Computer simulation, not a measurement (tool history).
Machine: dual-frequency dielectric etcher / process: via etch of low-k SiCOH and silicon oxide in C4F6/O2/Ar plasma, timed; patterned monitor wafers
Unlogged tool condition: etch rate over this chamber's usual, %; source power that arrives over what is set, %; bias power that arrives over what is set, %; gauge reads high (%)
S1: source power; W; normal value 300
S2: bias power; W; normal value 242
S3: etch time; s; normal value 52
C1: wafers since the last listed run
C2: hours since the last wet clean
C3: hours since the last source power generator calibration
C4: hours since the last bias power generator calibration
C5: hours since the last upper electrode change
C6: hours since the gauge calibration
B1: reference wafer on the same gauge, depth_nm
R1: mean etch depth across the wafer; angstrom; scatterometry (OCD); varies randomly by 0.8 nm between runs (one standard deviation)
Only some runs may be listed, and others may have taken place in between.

{"run": 1, "hour": 0.0, "S1": 300, "S2": 242, "S3": 47.5, "C1": 0, "C2": 307.7, "C3": 2027.9, "C4": 3010.6, "C5": 2586, "C6": 1986.3, "B1": 137.1, "R1": 1170}
{"run": 2, "hour": 52.3, "S1": 300, "S2": 242, "S3": 47.5, "C1": 449, "C2": 360, "C3": 2080.2, "C4": 3062.9, "C5": 2638.3, "C6": 2038.6, "B1": 137, "R1": 1168}
{"hour": 213.1, "done": "wet clean of the chamber"}
{"run": 3, "hour": 358.6, "S1": 300, "S2": 242, "S3": 47.5, "C1": 2427, "C2": 145.5, "C3": 2386.5, "C4": 3369.2, "C5": 2944.6, "C6": 2344.9, "B1": 137, "R1": 1153}
{"run": 4, "hour": 413.4, "S1": 300, "S2": 265, "S3": 52, "C1": 471, "C2": 200.3, "C3": 2441.3, "C4": 3424, "C5": 2999.4, "C6": 2399.7, "B1": 137.2, "R1": 1302}
{"run": 5, "hour": 494.0, "S1": 300, "S2": 242, "S3": 52, "C1": 693, "C2": 280.9, "C3": 2521.9, "C4": 3504.6, "C5": 3080, "C6": 2480.3, "B1": 137.3, "R1": 1275}
{"run": 6, "hour": 592.2, "S1": 300, "S2": 242, "S3": 52, "C1": 844, "C2": 379.1, "C3": 2620.1, "C4": 3602.8, "C5": 3178.2, "C6": 2578.5, "B1": 136.8, "R1": 1279}
{"run": 7, "hour": 668.1, "S1": 300, "S2": 242, "S3": 52, "C1": 652, "C2": 455, "C3": 2696, "C4": 3678.7, "C5": 3254.1, "C6": 2654.4, "B1": 136.9, "R1": 1293}
{"hour": 784.3, "done": "gauge calibrated"}
{"hour": 812.6, "done": "wet clean of the chamber"}
{"hour": 899.1, "done": "bias power generator calibrated"}
{"run": 8, "hour": 991.7, "S1": 300, "S2": 242, "S3": 52, "C1": 2542, "C2": 179.1, "C3": 3019.6, "C4": 92.6, "C5": 3577.7, "C6": 207.4, "B1": 136.7, "R1": 1175}
{"run": 9, "hour": 1085.8, "S1": 300, "S2": 242, "S3": 52, "C1": 809, "C2": 273.2, "C3": 3113.7, "C4": 186.7, "C5": 3671.8, "C6": 301.5, "B1": 137, "R1": 1193}
{"hour": 1155.6, "done": "wet clean of the chamber, repeated, since the last time left the tool worse"}
{"run": 10, "hour": 1177.0, "S1": 270, "S2": 242, "S3": 61, "C1": 577, "C2": 21.4, "C3": 3204.9, "C4": 277.9, "C5": 3763, "C6": 392.7, "B1": 137, "R1": 1394}
{"run": 11, "hour": 1248.7, "S1": 270, "S2": 242, "S3": 61, "C1": 616, "C2": 93.1, "C3": 3276.6, "C4": 349.6, "C5": 3834.7, "C6": 464.4, "B1": 137.1, "R1": 1394}
{"run": 12, "hour": 1295.2, "S1": 300, "S2": 242, "S3": 52, "C1": 399, "C2": 139.6, "C3": 3323.1, "C4": 396.1, "C5": 3881.2, "C6": 510.9, "B1": 137, "R1": 1261}
{"run": 13, "hour": 1360.7, "S1": 300, "S2": 242, "S3": 52, "C1": 563, "C2": 205.1, "C3": 3388.6, "C4": 461.6, "C5": 3946.7, "C6": 576.4, "B1": 137, "R1": 1263}
{"run": 14, "hour": 1406.4, "S1": 320, "S2": 210, "S3": 60.5, "C1": 393, "C2": 250.8, "C3": 3434.3, "C4": 507.3, "C5": 3992.4, "C6": 622.1, "B1": 136.8, "R1": 1452}
{"run": 15, "hour": 1497.6, "S1": 370, "S2": 195, "S3": 47.5, "C1": 784, "C2": 342, "C3": 3525.5, "C4": 598.5, "C5": 4083.6, "C6": 713.3, "B1": 137, "R1": 1239}
{"run": 16, "hour": 1565.1, "S1": 300, "S2": 184, "S3": 39.5, "C1": 580, "C2": 409.5, "C3": 3593, "C4": 666, "C5": 4151.1, "C6": 780.8, "B1": 137, "R1": 916}
{"run": 17, "hour": 1646.3, "S1": 300, "S2": 242, "S3": 39, "C1": 698, "C2": 490.7, "C3": 3674.2, "C4": 747.2, "C5": 4232.3, "C6": 862, "B1": 136.9, "R1": 971}
{"hour": 1686.8, "done": "upper electrode replaced"}
{"run": 18, "hour": 1710.4, "S1": 370, "S2": 218, "S3": 67.5, "C1": 344, "C2": 554.8, "C3": 3738.3, "C4": 811.3, "C5": 23.6, "C6": 926.1, "B1": 137, "R1": 1806}
{"hour": 1740.5, "done": "wet clean of the chamber"}
{"run": 19, "hour": 1776.9, "S1": 300, "S2": 224, "S3": 57.5, "C1": 365, "C2": 36.4, "C3": 3804.8, "C4": 877.8, "C5": 90.1, "C6": 992.6, "B1": 137, "R1": 1366}
{"hour": 1805.3, "done": "source power generator calibrated"}
{"run": 20, "hour": 1843.3, "S1": 260, "S2": 187, "S3": 58.5, "C1": 536, "C2": 102.8, "C3": 38, "C4": 944.2, "C5": 156.5, "C6": 1059, "B1": 137.2, "R1": 1245}
{"run": 21, "hour": 1929.1, "S1": 260, "S2": 292, "S3": 42.5, "C1": 737, "C2": 188.6, "C3": 123.8, "C4": 1030, "C5": 242.3, "C6": 1144.8, "B1": 136.9, "R1": 1017}
{"run": 22, "hour": 2018.8, "S1": 300, "S2": 242, "S3": 52, "C1": 771, "C2": 278.3, "C3": 213.5, "C4": 1119.7, "C5": 332, "C6": 1234.5, "B1": 136.8, "R1": 1263}
{"run": 23, "hour": 2080.2, "S1": 270, "S2": 242, "S3": 61, "C1": 528, "C2": 339.7, "C3": 274.9, "C4": 1181.1, "C5": 393.4, "C6": 1295.9, "B1": 136.9, "R1": 1444}
{"run": 24, "hour": 2174.7, "S1": 220, "S2": 191, "S3": 42, "C1": 812, "C2": 434.2, "C3": 369.4, "C4": 1275.6, "C5": 487.9, "C6": 1390.4, "B1": 137.2, "R1": 837}
{"hour": 2272.0, "done": "wet clean of the chamber"}
{"run": 25, "hour": 2272.5, "S1": 300, "S2": 242, "S3": 52, "C1": 634, "C2": 0.5, "C3": 467.2, "C4": 1373.4, "C5": 585.7, "C6": 1488.2, "B1": 136.9, "R1": 1230}
{"run": 26, "hour": 2353.1, "S1": 330, "S2": 191, "S3": 42, "C1": 693, "C2": 81.1, "C3": 547.8, "C4": 1454, "C5": 666.3, "C6": 1568.8, "B1": 137.1, "R1": 1005}

Predict each of these 4 candidate next runs independently; none follows another, all start after run 26:
{"run": "A", "hour": 2353.5, "S1": 300, "S2": 242, "S3": 52, "C1": 3, "C2": 81.5, "C3": 548.2, "C4": 1454.4, "C5": 666.7, "C6": 1569.2, "B1": "?", "R1": "?"}
{"run": "B", "hour": 2353.5, "S1": 370, "S2": 289, "S3": 56, "C1": 3, "C2": 81.5, "C3": 548.2, "C4": 1454.4, "C5": 666.7, "C6": 1569.2, "B1": "?", "R1": "?"}
{"run": "C", "hour": 2353.5, "S1": 300, "S2": 296, "S3": 44.5, "C1": 3, "C2": 81.5, "C3": 548.2, "C4": 1454.4, "C5": 666.7, "C6": 1569.2, "B1": "?", "R1": "?"}
{"run": "D", "hour": 2353.5, "S1": 360, "S2": 242, "S3": 52, "C1": 3, "C2": 81.5, "C3": 548.2, "C4": 1454.4, "C5": 666.7, "C6": 1569.2, "B1": "?", "R1": "?"}

run=A B1=137 R1=1259
run=B B1=137 R1=1572
run=C B1=137 R1=1135
run=D B1=137 R1=1378
Take away the tool's hidden state, keep each run's random variation, and the runs would have read:
run=A R1=1258
run=B R1=1570
run=C R1=1133
run=D R1=1376

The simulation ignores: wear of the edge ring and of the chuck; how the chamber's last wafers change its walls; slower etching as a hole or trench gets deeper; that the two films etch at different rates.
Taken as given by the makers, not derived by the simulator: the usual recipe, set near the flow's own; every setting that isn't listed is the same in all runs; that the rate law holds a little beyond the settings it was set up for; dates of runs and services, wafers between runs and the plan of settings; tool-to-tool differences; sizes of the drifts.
